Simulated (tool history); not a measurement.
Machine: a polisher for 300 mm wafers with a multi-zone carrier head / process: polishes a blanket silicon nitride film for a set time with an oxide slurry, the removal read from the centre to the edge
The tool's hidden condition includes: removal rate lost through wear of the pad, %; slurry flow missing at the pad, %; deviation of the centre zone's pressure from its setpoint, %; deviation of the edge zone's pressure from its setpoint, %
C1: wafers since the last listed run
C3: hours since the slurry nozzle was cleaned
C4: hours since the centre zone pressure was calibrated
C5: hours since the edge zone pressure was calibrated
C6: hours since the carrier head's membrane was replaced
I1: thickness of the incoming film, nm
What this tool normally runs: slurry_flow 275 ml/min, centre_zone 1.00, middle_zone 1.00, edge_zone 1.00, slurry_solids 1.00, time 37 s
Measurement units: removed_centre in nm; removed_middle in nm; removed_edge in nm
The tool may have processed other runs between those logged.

run 1 hour=0.0 | slurry_flow=275 centre_zone=1.00 middle_zone=1.00 edge_zone=1.00 slurry_solids=1.20 time=37 | C1=0 wafers_polished_on_this_pad=78 C3=37.8 C4=344.6 C5=1280.8 C6=1286.6 | I1=258.2 | removed_centre=19.8 removed_middle=19.8 removed_edge=19.8
-- hour=5.0 edge zone pressure recalibrated
run 2 hour=16.2 | slurry_flow=275 centre_zone=1.00 middle_zone=0.96 edge_zone=1.00 slurry_solids=1.00 time=37 | C1=130 wafers_polished_on_this_pad=208 C3=54.0 C4=360.8 C5=11.2 C6=1302.8 | I1=261.7 | removed_centre=18.8 removed_middle=17.7 removed_edge=19.1
run 3 hour=29.2 | slurry_flow=275 centre_zone=1.00 middle_zone=1.00 edge_zone=0.94 slurry_solids=1.00 time=37 | C1=119 wafers_polished_on_this_pad=328 C3=67.0 C4=373.8 C5=24.2 C6=1315.8 | I1=258.8 | removed_centre=18.8 removed_middle=18.5 removed_edge=18.5
-- hour=42.5 carrier head's membrane replaced by a new one
run 4 hour=43.0 | slurry_flow=275 centre_zone=1.00 middle_zone=1.06 edge_zone=1.00 slurry_solids=1.00 time=37 | C1=80 wafers_polished_on_this_pad=408 C3=80.8 C4=387.6 C5=38.0 C6=0.5 | I1=254.9 | removed_centre=18.9 removed_middle=19.6 removed_edge=19.3
-- hour=49.8 centre zone pressure recalibrated
run 5 hour=55.9 | slurry_flow=275 centre_zone=1.07 middle_zone=1.00 edge_zone=1.09 slurry_solids=1.00 time=37 | C1=99 wafers_polished_on_this_pad=508 C3=93.7 C4=6.1 C5=50.9 C6=13.4 | I1=259.0 | removed_centre=19.8 removed_middle=18.9 removed_edge=19.4
run 6 hour=67.4 | slurry_flow=275 centre_zone=1.00 middle_zone=1.00 edge_zone=0.95 slurry_solids=1.00 time=37 | C1=105 wafers_polished_on_this_pad=614 C3=105.2 C4=17.6 C5=62.4 C6=24.9 | I1=257.7 | removed_centre=18.7 removed_middle=18.6 removed_edge=18.4
run 7 hour=78.1 | slurry_flow=275 centre_zone=1.04 middle_zone=1.00 edge_zone=1.00 slurry_solids=1.25 time=37 | C1=98 wafers_polished_on_this_pad=712 C3=115.9 C4=28.3 C5=73.1 C6=35.6 | I1=255.1 | removed_centre=20.5 removed_middle=20.2 removed_edge=20.2
run 8 hour=93.5 | slurry_flow=275 centre_zone=1.00 middle_zone=1.00 edge_zone=1.00 slurry_solids=1.00 time=37 | C1=141 wafers_polished_on_this_pad=853 C3=131.3 C4=43.7 C5=88.5 C6=51.0 | I1=256.1 | removed_centre=18.7 removed_middle=18.6 removed_edge=19.0
run 9 hour=105.0 | slurry_flow=275 centre_zone=1.00 middle_zone=1.00 edge_zone=1.00 slurry_solids=1.00 time=37 | C1=105 wafers_polished_on_this_pad=959 C3=142.8 C4=55.2 C5=100.0 C6=62.5 | I1=264.7 | removed_centre=18.4 removed_middle=18.7 removed_edge=19.0
run 10 hour=112.4 | slurry_flow=275 centre_zone=1.00 middle_zone=1.00 edge_zone=1.00 slurry_solids=1.00 time=37 | C1=67 wafers_polished_on_this_pad=1027 C3=150.2 C4=62.6 C5=107.4 C6=69.9 | I1=256.8 | removed_centre=18.7 removed_middle=18.4 removed_edge=18.8
run 11 hour=127.6 | slurry_flow=275 centre_zone=1.00 middle_zone=1.00 edge_zone=1.00 slurry_solids=1.00 time=37 | C1=139 wafers_polished_on_this_pad=1166 C3=165.4 C4=77.8 C5=122.6 C6=85.1 | I1=260.7 | removed_centre=18.2 removed_middle=18.5 removed_edge=18.7
-- hour=139.6 worn pad replaced by a new one
run 12 hour=140.1 | slurry_flow=335 centre_zone=1.11 middle_zone=1.00 edge_zone=0.91 slurry_solids=1.10 time=37 | C1=77 wafers_polished_on_this_pad=4 C3=177.9 C4=90.3 C5=135.1 C6=97.6 | I1=258.8 | removed_centre=21.5 removed_middle=19.4 removed_edge=18.8
run 13 hour=152.3 | slurry_flow=275 centre_zone=1.12 middle_zone=1.00 edge_zone=0.97 slurry_solids=0.85 time=37 | C1=111 wafers_polished_on_this_pad=116 C3=190.1 C4=102.5 C5=147.3 C6=109.8 | I1=261.2 | removed_centre=19.5 removed_middle=17.7 removed_edge=18.0
run 14 hour=166.4 | slurry_flow=275 centre_zone=1.00 middle_zone=1.00 edge_zone=1.00 slurry_solids=1.25 time=37 | C1=129 wafers_polished_on_this_pad=245 C3=204.2 C4=116.6 C5=161.4 C6=123.9 | I1=265.3 | removed_centre=19.5 removed_middle=19.2 removed_edge=19.9
run 15 hour=183.1 | slurry_flow=275 centre_zone=0.97 middle_zone=0.93 edge_zone=0.95 slurry_solids=1.00 time=37 | C1=153 wafers_polished_on_this_pad=398 C3=220.9 C4=133.3 C5=178.1 C6=140.6 | I1=257.8 | removed_centre=17.7 removed_middle=17.6 removed_edge=18.3
run 16 hour=195.8 | slurry_flow=275 centre_zone=1.00 middle_zone=1.00 edge_zone=1.00 slurry_solids=1.00 time=28 | C1=116 wafers_polished_on_this_pad=515 C3=233.6 C4=146.0 C5=190.8 C6=153.3 | I1=262.1 | removed_centre=13.8 removed_middle=13.9 removed_edge=14.0
run 17 hour=209.4 | slurry_flow=275 centre_zone=1.00 middle_zone=1.00 edge_zone=1.00 slurry_solids=1.00 time=37 | C1=124 wafers_polished_on_this_pad=640 C3=247.2 C4=159.6 C5=204.4 C6=166.9 | I1=259.6 | removed_centre=18.0 removed_middle=18.2 removed_edge=18.7
run 18 hour=217.2 | slurry_flow=275 centre_zone=1.08 middle_zone=1.00 edge_zone=1.00 slurry_solids=1.00 time=26 | C1=71 wafers_polished_on_this_pad=711 C3=255.0 C4=167.4 C5=212.2 C6=174.7 | I1=260.7 | removed_centre=13.7 removed_middle=12.8 removed_edge=13.2
run 19 hour=225.3 | slurry_flow=275 centre_zone=1.00 middle_zone=1.08 edge_zone=0.93 slurry_solids=1.00 time=37 | C1=74 wafers_polished_on_this_pad=785 C3=263.1 C4=175.5 C5=220.3 C6=182.8 | I1=263.6 | removed_centre=18.0 removed_middle=19.7 removed_edge=18.2
run 20 hour=238.8 | slurry_flow=330 centre_zone=1.00 middle_zone=1.00 edge_zone=1.00 slurry_solids=1.00 time=37 | C1=123 wafers_polished_on_this_pad=909 C3=276.6 C4=189.0 C5=233.8 C6=196.3 | I1=258.8 | removed_centre=18.6 removed_middle=18.7 removed_edge=18.8
run 21 hour=251.3 | slurry_flow=275 centre_zone=1.00 middle_zone=1.05 edge_zone=1.00 slurry_solids=1.00 time=37 | C1=114 wafers_polished_on_this_pad=1024 C3=289.1 C4=201.5 C5=246.3 C6=208.8 | I1=260.8 | removed_centre=18.3 removed_middle=18.5 removed_edge=18.8
run 22 hour=268.0 | slurry_flow=275 centre_zone=1.08 middle_zone=1.04 edge_zone=1.00 slurry_solids=1.00 time=37 | C1=153 wafers_polished_on_this_pad=1177 C3=305.8 C4=218.2 C5=263.0 C6=225.5 | I1=256.3 | removed_centre=19.7 removed_middle=18.5 removed_edge=18.4

Describe how what the log doesn't record of the tool's condition differs between the last listed run preceding each entry between runs and the first listed run following it.
From run 1 to run 2: edge zone pressure recalibrated (hour 5.0)
  slurry flow missing at the pad, %: 5.6 -> 7.6
  measured value less the no-hidden-state value, removed_centre: -0.1 -> -0.2 nm; removed_middle: -0.2 -> -0.2 nm; removed_edge: -0.1 -> -0.2 nm
From run 3 to run 4: carrier head's membrane replaced by a new one (hour 42.5)
  slurry flow missing at the pad, %: 9.12 -> 10.7
  measured value less the no-hidden-state value, removed_centre: -0.2 -> -0.3 nm; removed_middle: -0.2 -> -0.2 nm; removed_edge: -0.2 -> -0.2 nm
From run 4 to run 5: centre zone pressure recalibrated (hour 49.8)
  slurry flow missing at the pad, %: 10.7 -> 12
  measured value less the no-hidden-state value, removed_centre: -0.3 -> -0.4 nm; removed_middle: -0.2 -> -0.3 nm; removed_edge: -0.2 -> -0.2 nm
From run 11 to run 12: worn pad replaced by a new one (hour 139.6)
  slurry flow missing at the pad, %: 18.7 -> 19.7
  measured value less the no-hidden-state value, removed_centre: -0.6 -> -0.6 nm; removed_middle: -0.5 -> -0.4 nm; removed_edge: -0.4 -> -0.3 nm
